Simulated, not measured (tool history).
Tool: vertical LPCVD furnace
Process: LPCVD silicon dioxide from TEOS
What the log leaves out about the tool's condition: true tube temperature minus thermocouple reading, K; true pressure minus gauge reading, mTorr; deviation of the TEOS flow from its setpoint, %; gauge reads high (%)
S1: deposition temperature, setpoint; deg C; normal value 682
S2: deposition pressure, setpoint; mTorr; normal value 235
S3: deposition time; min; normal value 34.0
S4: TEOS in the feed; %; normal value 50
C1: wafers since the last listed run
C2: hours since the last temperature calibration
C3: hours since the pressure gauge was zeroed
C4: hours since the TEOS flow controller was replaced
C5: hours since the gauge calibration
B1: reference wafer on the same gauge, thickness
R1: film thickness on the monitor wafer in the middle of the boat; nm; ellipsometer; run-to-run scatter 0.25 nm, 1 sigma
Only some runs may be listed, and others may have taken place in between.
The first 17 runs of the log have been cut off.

At hour 843.9: TEOS flow controller replaced.
Run 18, hour 856.1: usual settings but S2 205 mTorr; C1 278; C2 177.7; C3 2890.8; C4 12.2; C5 329.6; B1 122.00. Result: R1 107.25 nm.
Run 19, hour 896.9: usual settings; C1 407; C2 218.5; C3 2931.6; C4 53.0; C5 370.4; B1 121.99. Result: R1 115.14 nm.
At hour 950.2: pressure gauge zeroed.
Run 20, hour 950.7: usual settings; C1 297; C2 272.3; C3 0.5; C4 106.8; C5 424.2; B1 122.02. Result: R1 117.24 nm.
Run 21, hour 999.7: usual settings but S1 693 deg C, S4 55 %; C1 489; C2 321.3; C3 49.5; C4 155.8; C5 473.2; B1 121.91. Result: R1 159.37 nm.
Run 22, hour 1050.0: usual settings but S1 685 deg C, S2 200 mTorr, S3 37.5 min; C1 502; C2 371.6; C3 99.8; C4 206.1; C5 523.5; B1 122.01. Result: R1 128.56 nm.
Run 23, hour 1094.3: usual settings but S1 677 deg C, S2 250 mTorr, S3 39.5 min; C1 442; C2 415.9; C3 144.1; C4 250.4; C5 567.8; B1 122.01. Result: R1 124.37 nm.
Run 24, hour 1131.8: usual settings but S2 210 mTorr, S3 27.0 min, S4 47 %; C1 374; C2 453.4; C3 181.6; C4 287.9; C5 605.3; B1 122.00. Result: R1 85.16 nm.
Run 25, hour 1240.3: usual settings but S2 265 mTorr, S3 43.5 min; C1 1083; C2 561.9; C3 290.1; C4 396.4; C5 713.8; B1 121.94. Result: R1 159.25 nm.
Run 26, hour 1335.8: usual settings but S2 270 mTorr, S4 53 %; C1 954; C2 657.4; C3 385.6; C4 491.9; C5 809.3; B1 121.98. Result: R1 129.36 nm.
Run 27, hour 1380.6: usual settings but S1 671 deg C, S2 255 mTorr, S3 45.5 min, S4 47 %; C1 447; C2 702.2; C3 430.4; C4 536.7; C5 854.1; B1 122.02. Result: R1 120.73 nm.
Run 28, hour 1440.1: usual settings but S1 678 deg C, S2 180 mTorr, S3 46.0 min, S4 57 %; C1 594; C2 761.7; C3 489.9; C4 596.2; C5 913.6; B1 121.97. Result: R1 133.37 nm.
Run 29, hour 1508.3: usual settings but S2 185 mTorr, S4 42 %; C1 681; C2 829.9; C3 558.1; C4 664.4; C5 981.8; B1 121.98. Result: R1 95.09 nm.
Run 30, hour 1596.2: usual settings but S2 220 mTorr, S4 53 %; C1 878; C2 917.8; C3 646.0; C4 752.3; C5 1069.7; B1 122.00. Result: R1 116.24 nm.

5 options for the next run, each taken on its own from the tool as it stands now. Forecast them:
Run A, hour 1601.0: usual settings but S4 54 %; C1 47; C2 922.6; C3 650.8; C4 757.1; C5 1074.5; B1 ?. Result: R1 ?.
Run B, hour 1601.0: usual settings but S1 693 deg C, S2 205 mTorr, S4 43 %; C1 47; C2 922.6; C3 650.8; C4 757.1; C5 1074.5; B1 ?. Result: R1 ?.
Run C, hour 1601.0: usual settings but S3 22.0 min, S4 46 %; C1 47; C2 922.6; C3 650.8; C4 757.1; C5 1074.5; B1 ?. Result: R1 ?.
Run D, hour 1601.0: usual settings but S3 23.5 min, S4 44 %; C1 47; C2 922.6; C3 650.8; C4 757.1; C5 1074.5; B1 ?. Result: R1 ?.
Run E, hour 1601.0: usual settings but S1 691 deg C, S2 290 mTorr, S3 23.5 min; C1 47; C2 922.6; C3 650.8; C4 757.1; C5 1074.5; B1 ?. Result: R1 ?.

run      B1      R1
  A  122.00  121.47
  B  122.00  131.60
  C  122.00   72.54
  D  122.00   75.78
  E  122.00  111.35
Had the tool no hidden state, the same runs would have come out as:
run      R1
  A  121.73
  B  131.93
  C   72.70
  D   75.95
  E  111.55
